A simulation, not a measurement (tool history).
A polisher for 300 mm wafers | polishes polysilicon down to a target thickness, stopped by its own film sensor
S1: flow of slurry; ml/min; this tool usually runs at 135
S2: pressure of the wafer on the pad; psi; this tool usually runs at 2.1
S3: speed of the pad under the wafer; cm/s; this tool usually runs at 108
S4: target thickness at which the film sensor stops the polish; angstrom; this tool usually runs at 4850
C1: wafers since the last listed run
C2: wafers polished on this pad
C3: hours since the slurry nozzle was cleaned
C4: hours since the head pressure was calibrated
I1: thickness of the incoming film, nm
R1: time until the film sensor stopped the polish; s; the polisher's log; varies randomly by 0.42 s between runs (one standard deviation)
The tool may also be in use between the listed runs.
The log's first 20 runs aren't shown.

{"run": 21, "hour": 1268.8, "S1": 170, "S2": 1.9, "S3": 142, "S4": 4380, "C1": 1535, "C2": 2389, "C3": 604.8, "C4": 329.2, "I1": 889.4, "R1": 43.6}
{"hour": 1307.0, "done": "slurry nozzle cleaned"}
{"run": 22, "hour": 1333.9, "S1": 135, "S2": 2.1, "S3": 92, "S4": 4850, "C1": 587, "C2": 2976, "C3": 26.9, "C4": 394.3, "I1": 909.7, "R1": 58}
{"run": 23, "hour": 1382.9, "S1": 120, "S2": 2.6, "S3": 124, "S4": 5700, "C1": 448, "C2": 3425, "C3": 75.9, "C4": 443.3, "I1": 882.2, "R1": 28.2}
{"run": 24, "hour": 1407.0, "S1": 135, "S2": 2.1, "S3": 74, "S4": 4850, "C1": 220, "C2": 3645, "C3": 100, "C4": 467.4, "I1": 900, "R1": 71.6}
{"hour": 1487.1, "done": "worn pad replaced by a new one"}
{"run": 25, "hour": 1487.6, "S1": 135, "S2": 2.1, "S3": 108, "S4": 4850, "C1": 701, "C2": 4, "C3": 180.6, "C4": 548, "I1": 875.7, "R1": 45.7}
{"run": 26, "hour": 1554.3, "S1": 135, "S2": 1.9, "S3": 124, "S4": 5640, "C1": 610, "C2": 615, "C3": 247.3, "C4": 614.7, "I1": 893.9, "R1": 36.2}
{"run": 27, "hour": 1608.3, "S1": 155, "S2": 2.1, "S3": 74, "S4": 4850, "C1": 494, "C2": 1110, "C3": 301.3, "C4": 668.7, "I1": 899.5, "R1": 71.1}
{"run": 28, "hour": 1670.4, "S1": 95, "S2": 1.9, "S3": 96, "S4": 4350, "C1": 568, "C2": 1678, "C3": 363.4, "C4": 730.8, "I1": 875.1, "R1": 70.5}
{"run": 29, "hour": 1738.5, "S1": 155, "S2": 2.1, "S3": 74, "S4": 4850, "C1": 623, "C2": 2302, "C3": 431.5, "C4": 798.9, "I1": 898.2, "R1": 70.6}
{"hour": 1746.1, "done": "head pressure recalibrated"}
{"run": 30, "hour": 1804.4, "S1": 120, "S2": 2.1, "S3": 108, "S4": 4850, "C1": 585, "C2": 2887, "C3": 497.4, "C4": 58.3, "I1": 883, "R1": 50.5}
{"run": 31, "hour": 1873.2, "S1": 135, "S2": 2.1, "S3": 108, "S4": 4850, "C1": 630, "C2": 3518, "C3": 566.2, "C4": 127.1, "I1": 898.8, "R1": 51.9}
{"run": 32, "hour": 1934.2, "S1": 135, "S2": 2.1, "S3": 108, "S4": 4850, "C1": 558, "C2": 4076, "C3": 627.2, "C4": 188.1, "I1": 885.6, "R1": 50.9}
{"hour": 1954.8, "done": "worn pad replaced by a new one"}
{"run": 33, "hour": 1974.7, "S1": 135, "S2": 2.1, "S3": 108, "S4": 4850, "C1": 334, "C2": 182, "C3": 667.7, "C4": 228.6, "I1": 884.5, "R1": 51.3}
{"hour": 1994.2, "done": "slurry nozzle cleaned"}
{"run": 34, "hour": 2036.9, "S1": 160, "S2": 1.7, "S3": 108, "S4": 4850, "C1": 560, "C2": 743, "C3": 42.7, "C4": 290.8, "I1": 907.7, "R1": 55}
{"run": 35, "hour": 2096.9, "S1": 165, "S2": 2.7, "S3": 108, "S4": 4850, "C1": 549, "C2": 1292, "C3": 102.7, "C4": 350.8, "I1": 898.4, "R1": 39.5}
{"run": 36, "hour": 2128.1, "S1": 135, "S2": 1.5, "S3": 108, "S4": 4850, "C1": 285, "C2": 1578, "C3": 133.9, "C4": 382, "I1": 887.4, "R1": 59.2}
{"run": 37, "hour": 2190.7, "S1": 155, "S2": 1.9, "S3": 138, "S4": 3470, "C1": 573, "C2": 2151, "C3": 196.5, "C4": 444.6, "I1": 902.1, "R1": 53.6}
{"run": 38, "hour": 2256.8, "S1": 135, "S2": 2.6, "S3": 108, "S4": 4850, "C1": 605, "C2": 2757, "C3": 262.6, "C4": 510.7, "I1": 890.7, "R1": 41.4}

Branching from run 38: 3 alternative next runs. What would each branch give?
{"run": "A", "hour": 2257.2, "S1": 135, "S2": 2.1, "S3": 108, "S4": 4260, "C1": 3, "C2": 2761, "C3": 263, "C4": 511.1, "I1": 890.1, "R1": "?"}
{"run": "B", "hour": 2257.2, "S1": 150, "S2": 2.1, "S3": 86, "S4": 6000, "C1": 3, "C2": 2761, "C3": 263, "C4": 511.1, "I1": 890.1, "R1": "?"}
{"run": "C", "hour": 2257.2, "S1": 135, "S2": 2.1, "S3": 108, "S4": 3820, "C1": 3, "C2": 2761, "C3": 263, "C4": 511.1, "I1": 890.1, "R1": "?"}

run=A R1=55.1
run=B R1=42.4
run=C R1=60.4
The same runs, with their run-to-run variation unchanged, on a tool lacking any hidden condition would have given:
run=A R1=54.6
run=B R1=42
run=C R1=59.8

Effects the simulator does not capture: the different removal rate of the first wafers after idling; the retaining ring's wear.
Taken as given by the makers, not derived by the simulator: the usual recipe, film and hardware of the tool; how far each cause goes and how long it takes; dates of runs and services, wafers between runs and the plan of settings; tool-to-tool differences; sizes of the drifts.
